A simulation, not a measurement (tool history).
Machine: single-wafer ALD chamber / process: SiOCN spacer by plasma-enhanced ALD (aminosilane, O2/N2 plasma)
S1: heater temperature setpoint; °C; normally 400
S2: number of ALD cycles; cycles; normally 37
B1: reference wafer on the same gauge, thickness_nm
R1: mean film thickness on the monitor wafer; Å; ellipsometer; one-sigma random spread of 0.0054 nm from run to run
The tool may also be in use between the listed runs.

run 1 hour=0 | S1=400 S2=37 | B1=2.016 | R1=21.73
run 2 hour=44.9 | S1=400 S2=37 | B1=2.022 | R1=21.74
run 3 hour=109.6 | S1=400 S2=37 | B1=2.022 | R1=21.71
run 4 hour=146.8 | S1=400 S2=37 | B1=2.025 | R1=21.82
run 5 hour=184.6 | S1=400 S2=37 | B1=2.025 | R1=21.8
run 6 hour=218.3 | S1=400 S2=37 | B1=2.029 | R1=21.82
run 7 hour=284.9 | S1=400 S2=37 | B1=2.031 | R1=21.93
run 8 hour=309 | S1=400 S2=34 | B1=2.035 | R1=20.17
run 9 hour=370.7 | S1=400 S2=34 | B1=2.036 | R1=20.2
run 10 hour=430.2 | S1=400 S2=34 | B1=2.041 | R1=20.16
run 11 hour=458.4 | S1=400 S2=37 | B1=2.042 | R1=22.1
run 12 hour=502 | S1=400 S2=37 | B1=2.047 | R1=22.01
-- hour=562.4 gauge calibrated
run 13 hour=705.5 | S1=400 S2=37 | B1=2.002 | R1=21.69
run 14 hour=758.5 | S1=400 S2=37 | B1=2.001 | R1=21.55
-- hour=797.4 thermocouple changed; heater temperature recalibrated
run 15 hour=806.8 | S1=400 S2=37 | B1=2.003 | R1=21.56
run 16 hour=862.1 | S1=400 S2=43 | B1=2.005 | R1=25.12
run 17 hour=925.4 | S1=411 S2=33 | B1=2.007 | R1=18.63
run 18 hour=964.5 | S1=411 S2=33 | B1=2.005 | R1=18.54
run 19 hour=1033.3 | S1=393 S2=37 | B1=2.01 | R1=21.71
run 20 hour=1127.3 | S1=411 S2=39 | B1=2.014 | R1=22.01
run 21 hour=1186.2 | S1=400 S2=37 | B1=2.016 | R1=21.73
run 22 hour=1242.4 | S1=400 S2=40 | B1=2.017 | R1=23.47
run 23 hour=1307 | S1=414 S2=35 | B1=2.02 | R1=19.6
run 24 hour=1335.1 | S1=392 S2=42 | B1=2.02 | R1=24.8
run 25 hour=1388.7 | S1=387 S2=40 | B1=2.022 | R1=23.59
run 26 hour=1413.2 | S1=400 S2=37 | B1=2.023 | R1=21.77
run 27 hour=1457.1 | S1=390 S2=30 | B1=2.025 | R1=17.7
run 28 hour=1494.8 | S1=410 S2=33 | B1=2.031 | R1=18.8
run 29 hour=1536.2 | S1=405 S2=44 | B1=2.033 | R1=25.57

Forecast each of these 5 alternatives for the next run:
run A hour=1536.7 | S1=400 S2=41 | B1=? | R1=?
run B hour=1536.7 | S1=396 S2=40 | B1=? | R1=?
run C hour=1536.7 | S1=388 S2=33 | B1=? | R1=?
run D hour=1536.7 | S1=394 S2=37 | B1=? | R1=?
run E hour=1536.7 | S1=404 S2=40 | B1=? | R1=?

run=A B1=2.032 R1=24.32
run=B B1=2.032 R1=23.72
run=C B1=2.032 R1=19.57
run=D B1=2.032 R1=21.94
run=E B1=2.032 R1=23.4
Without the tool's unlogged condition, the same runs would have read:
run=A R1=23.94
run=B R1=23.35
run=C R1=19.27
run=D R1=21.6
run=E R1=23.03

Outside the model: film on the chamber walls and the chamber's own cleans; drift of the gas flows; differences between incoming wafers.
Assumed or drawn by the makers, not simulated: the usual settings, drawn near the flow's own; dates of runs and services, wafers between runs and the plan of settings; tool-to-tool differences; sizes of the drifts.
